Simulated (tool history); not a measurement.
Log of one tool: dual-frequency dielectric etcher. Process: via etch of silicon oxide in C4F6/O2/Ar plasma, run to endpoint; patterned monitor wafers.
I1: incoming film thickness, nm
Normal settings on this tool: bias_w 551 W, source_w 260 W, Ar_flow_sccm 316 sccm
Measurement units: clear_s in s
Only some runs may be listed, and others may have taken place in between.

{"run": 1, "day": 0.0, "bias_w": 551, "source_w": 250, "Ar_flow_sccm": 366, "I1": 118.4, "clear_s": 28.2}
{"run": 2, "day": 0.658, "bias_w": 551, "source_w": 260, "Ar_flow_sccm": 316, "I1": 119, "clear_s": 27.7}
{"run": 3, "day": 1.742, "bias_w": 442, "source_w": 260, "Ar_flow_sccm": 316, "I1": 119.5, "clear_s": 29.6}
{"run": 4, "day": 2.717, "bias_w": 442, "source_w": 260, "Ar_flow_sccm": 316, "I1": 120.1, "clear_s": 29.9}
{"run": 5, "day": 3.896, "bias_w": 551, "source_w": 260, "Ar_flow_sccm": 375, "I1": 119.4, "clear_s": 27.8}
{"run": 6, "day": 4.858, "bias_w": 551, "source_w": 260, "Ar_flow_sccm": 375, "I1": 119.4, "clear_s": 27.8}
{"run": 7, "day": 5.75, "bias_w": 551, "source_w": 260, "Ar_flow_sccm": 316, "I1": 119.2, "clear_s": 27.1}
{"run": 8, "day": 6.654, "bias_w": 551, "source_w": 260, "Ar_flow_sccm": 316, "I1": 119.5, "clear_s": 27.5}
{"run": 9, "day": 7.271, "bias_w": 551, "source_w": 260, "Ar_flow_sccm": 316, "I1": 118.8, "clear_s": 27.2}
{"run": 10, "day": 8.546, "bias_w": 688, "source_w": 200, "Ar_flow_sccm": 264, "I1": 119.4, "clear_s": 27.5}
{"day": 8.817, "done": "source power generator calibrated"}
{"day": 9.696, "done": "wet clean of the chamber"}
{"day": 10.204, "done": "Ar flow controller replaced"}
{"run": 11, "day": 11.929, "bias_w": 650, "source_w": 220, "Ar_flow_sccm": 316, "I1": 119.4, "clear_s": 26.1}
{"day": 13.117, "done": "wet clean of the chamber, repeated, since the last time left the tool worse"}
{"run": 12, "day": 13.283, "bias_w": 656, "source_w": 310, "Ar_flow_sccm": 259, "I1": 119.6, "clear_s": 24.1}
{"day": 14.233, "done": "bias power generator calibrated"}
{"day": 14.562, "done": "upper electrode replaced"}
{"run": 13, "day": 14.583, "bias_w": 487, "source_w": 260, "Ar_flow_sccm": 290, "I1": 118.6, "clear_s": 28.3}
{"run": 14, "day": 15.321, "bias_w": 551, "source_w": 260, "Ar_flow_sccm": 316, "I1": 119.5, "clear_s": 27.7}
{"run": 15, "day": 16.45, "bias_w": 442, "source_w": 260, "Ar_flow_sccm": 316, "I1": 119.7, "clear_s": 30}
{"run": 16, "day": 17.404, "bias_w": 430, "source_w": 310, "Ar_flow_sccm": 364, "I1": 117.9, "clear_s": 28}
{"run": 17, "day": 18.267, "bias_w": 551, "source_w": 240, "Ar_flow_sccm": 316, "I1": 119.6, "clear_s": 28.5}
{"run": 18, "day": 18.933, "bias_w": 551, "source_w": 320, "Ar_flow_sccm": 316, "I1": 118.5, "clear_s": 25.3}
{"run": 19, "day": 20.0, "bias_w": 468, "source_w": 260, "Ar_flow_sccm": 316, "I1": 118.8, "clear_s": 28.8}

Forecast each of these 5 alternatives for the next run:
{"run": "A", "day": 20.017, "bias_w": 551, "source_w": 200, "Ar_flow_sccm": 316, "I1": 119, "clear_s": "?"}
{"run": "B", "day": 20.017, "bias_w": 551, "source_w": 290, "Ar_flow_sccm": 294, "I1": 119, "clear_s": "?"}
{"run": "C", "day": 20.017, "bias_w": 414, "source_w": 230, "Ar_flow_sccm": 316, "I1": 119, "clear_s": "?"}
{"run": "D", "day": 20.017, "bias_w": 502, "source_w": 230, "Ar_flow_sccm": 385, "I1": 119, "clear_s": "?"}
{"run": "E", "day": 20.017, "bias_w": 631, "source_w": 200, "Ar_flow_sccm": 380, "I1": 119, "clear_s": "?"}

run=A clear_s=30.1
run=B clear_s=25.8
run=C clear_s=31.5
run=D clear_s=30
run=E clear_s=29.2
Stripped of hidden state, with their random variation kept, the same runs would have yielded:
run=A clear_s=30.7
run=B clear_s=26.3
run=C clear_s=32
run=D clear_s=30.6
run=E clear_s=29.7
